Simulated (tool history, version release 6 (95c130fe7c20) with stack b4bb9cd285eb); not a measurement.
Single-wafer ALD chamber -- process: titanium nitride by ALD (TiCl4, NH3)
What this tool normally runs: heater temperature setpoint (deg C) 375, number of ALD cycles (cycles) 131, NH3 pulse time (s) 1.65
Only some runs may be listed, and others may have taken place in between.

run	day	heater temperature setpoint (deg C)	number of ALD cycles (cycles)	NH3 pulse time (s)	wafers since the last listed run	hours since the last thermocouple change	hours since the showerhead was replaced	hours since the gauge calibration	read-back reference wafer on the same gauge, thickness_nm	mean film thickness on the monitor wafer (angstrom)
1	0.000	375	114	1.65	0	1685.1	2694.3	78.8	2.738	23.11
2	1.196	375	131	1.65	75	1713.8	2723.0	107.5	2.741	26.63
3	2.571	375	131	1.65	86	1746.8	2756.0	140.5	2.745	26.71
4	3.221	375	131	1.65	41	1762.4	2771.6	156.1	2.747	26.77
5	4.625	375	131	1.65	88	1796.1	2805.3	189.8	2.750	26.81
6	5.892	375	131	1.65	80	1826.5	2835.7	220.2	2.755	26.74
7	8.275	382	131	1.65	150	1883.7	2892.9	277.4	2.760	27.19
# day 8.371: gauge calibrated
8	8.883	382	131	1.65	38	1898.3	2907.5	12.3	2.730	26.92
9	10.354	382	131	1.65	92	1933.6	2942.8	47.6	2.734	26.77
10	11.825	375	131	1.65	92	1968.9	2978.1	82.9	2.736	26.56
11	12.775	375	131	1.65	60	1991.7	3000.9	105.7	2.737	26.67
12	13.562	368	142	1.97	49	2010.6	3019.8	124.6	2.740	28.78
13	14.725	375	131	1.65	73	2038.5	3047.7	152.5	2.744	26.72
14	15.688	380	131	2.27	60	2061.6	3070.8	175.6	2.746	27.38
# day 16.300: thermocouple changed; heater temperature recalibrated
15	16.817	375	131	1.10	50	12.4	3097.9	202.7	2.752	26.22
# day 17.462: showerhead replaced
16	17.483	375	131	1.84	21	28.4	0.5	218.7	2.751	26.90
17	18.529	375	131	1.65	66	53.5	25.6	243.8	2.754	26.79
18	19.450	381	150	1.65	58	75.6	47.7	265.9	2.757	30.88
19	20.083	361	131	2.23	40	90.8	62.9	281.1	2.756	26.66
# day 20.262: gauge calibrated
20	20.800	375	131	1.00	45	108.0	80.1	12.9	2.736	25.90
21	21.975	375	151	1.93	74	136.2	108.3	41.1	2.739	31.03
22	22.742	363	115	1.65	48	154.6	126.7	59.5	2.741	22.77

Here are 3 independent what-if runs from the current tool condition. What would each one return?
A	22.771	375	131	2.14	1	155.3	127.4	60.2	?	?
B	22.771	375	107	2.08	1	155.3	127.4	60.2	?	?
C	22.771	371	115	2.16	1	155.3	127.4	60.2	?	?

run	read-back reference wafer on the same gauge, thickness_nm	mean film thickness on the monitor wafer (angstrom)
A	2.741	27.13
B	2.741	22.12
C	2.741	23.63
What these runs would have given with no unlogged condition in the tool:
run	mean film thickness on the monitor wafer (angstrom)
A	27.01
B	22.03
C	23.53
